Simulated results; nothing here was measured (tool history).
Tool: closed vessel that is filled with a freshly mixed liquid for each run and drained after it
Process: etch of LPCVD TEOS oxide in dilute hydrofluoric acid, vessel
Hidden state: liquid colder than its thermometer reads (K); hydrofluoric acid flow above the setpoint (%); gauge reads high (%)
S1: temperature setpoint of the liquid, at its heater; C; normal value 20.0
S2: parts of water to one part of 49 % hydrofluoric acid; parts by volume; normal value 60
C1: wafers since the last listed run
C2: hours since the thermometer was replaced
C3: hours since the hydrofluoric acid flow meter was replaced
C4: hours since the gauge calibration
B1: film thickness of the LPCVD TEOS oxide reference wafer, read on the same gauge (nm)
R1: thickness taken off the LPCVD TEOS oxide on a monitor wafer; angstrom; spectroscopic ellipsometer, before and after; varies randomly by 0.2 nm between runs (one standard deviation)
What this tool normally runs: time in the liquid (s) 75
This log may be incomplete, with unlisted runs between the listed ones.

run 1 hour=0.0 | S1=20.0 S2=60 time_in_the_liquid_(s)=75 | C1=0 C2=143.2 C3=1100.8 C4=162.1 | B1=39.44 | R1=220.5
run 2 hour=76.8 | S1=20.0 S2=60 time_in_the_liquid_(s)=75 | C1=6692 C2=220.0 C3=1177.6 C4=238.9 | B1=39.20 | R1=221.2
run 3 hour=114.2 | S1=20.0 S2=60 time_in_the_liquid_(s)=75 | C1=3259 C2=257.4 C3=1215.0 C4=276.3 | B1=39.12 | R1=216.5
run 4 hour=167.4 | S1=20.0 S2=60 time_in_the_liquid_(s)=75 | C1=4636 C2=310.6 C3=1268.2 C4=329.5 | B1=39.00 | R1=217.3
run 5 hour=203.9 | S1=20.0 S2=60 time_in_the_liquid_(s)=90 | C1=3180 C2=347.1 C3=1304.7 C4=366.0 | B1=38.91 | R1=260.2
run 6 hour=288.6 | S1=20.0 S2=60 time_in_the_liquid_(s)=90 | C1=7381 C2=431.8 C3=1389.4 C4=450.7 | B1=38.76 | R1=256.9
run 7 hour=358.8 | S1=20.0 S2=60 time_in_the_liquid_(s)=90 | C1=6117 C2=502.0 C3=1459.6 C4=520.9 | B1=38.62 | R1=256.2
run 8 hour=624.8 | S1=20.0 S2=60 time_in_the_liquid_(s)=85 | C1=23180 C2=768.0 C3=1725.6 C4=786.9 | B1=38.37 | R1=240.8
run 9 hour=692.1 | S1=20.0 S2=60 time_in_the_liquid_(s)=85 | C1=5864 C2=835.3 C3=1792.9 C4=854.2 | B1=38.33 | R1=245.8
run 10 hour=789.5 | S1=20.0 S2=60 time_in_the_liquid_(s)=85 | C1=8488 C2=932.7 C3=1890.3 C4=951.6 | B1=38.27 | R1=244.1
-- hour=820.6 thermometer replaced
run 11 hour=842.3 | S1=18.5 S2=80 time_in_the_liquid_(s)=35 | C1=4514 C2=21.7 C3=1943.1 C4=1004.4 | B1=38.26 | R1=68.6

For run 12, what comes out?
-- hour=899.0 hydrofluoric acid flow meter replaced
run 12 hour=935.1 | S1=20.0 S2=60 time_in_the_liquid_(s)=75 | C1=8000 C2=114.5 C3=36.1 C4=1097.2 | B1=? | R1=?

Run 12 yielded B1 38.24, R1 210.1 angstrom.
Minus the tool's unlogged condition, the same run would have read R1 219.8 angstrom.
